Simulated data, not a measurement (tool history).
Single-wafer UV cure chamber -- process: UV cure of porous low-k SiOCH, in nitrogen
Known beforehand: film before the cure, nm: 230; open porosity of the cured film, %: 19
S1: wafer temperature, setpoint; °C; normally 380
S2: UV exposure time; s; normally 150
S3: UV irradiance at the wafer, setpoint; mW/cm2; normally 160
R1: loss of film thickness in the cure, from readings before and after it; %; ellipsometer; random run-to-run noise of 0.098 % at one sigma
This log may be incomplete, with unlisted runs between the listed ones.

run	hour	S1	S2	S3	R1
1	0.0	380	150	160	12.066
2	13.8	384	150	160	12.131
3	27.1	380	150	160	12.064
4	33.5	380	150	160	11.936
5	45.4	369	150	160	12.102
6	83.5	369	150	160	11.716
7	94.0	369	150	160	11.703
8	109.4	390	150	183	12.700
9	127.2	390	150	183	12.599
# hour 135.5: UV bulbs replaced
10	140.3	380	70	160	8.409
11	148.7	380	90	198	10.497
12	161.9	396	235	127	13.049

Run 13, settings as shown, results not yet in. Your forecast:
# hour 182.4: quartz window cleaned
13	182.9	372	190	190	?

{"run 13": {"R1": 13.988}}
With no hidden state in the tool, this same run would have given R1 14.087 %.
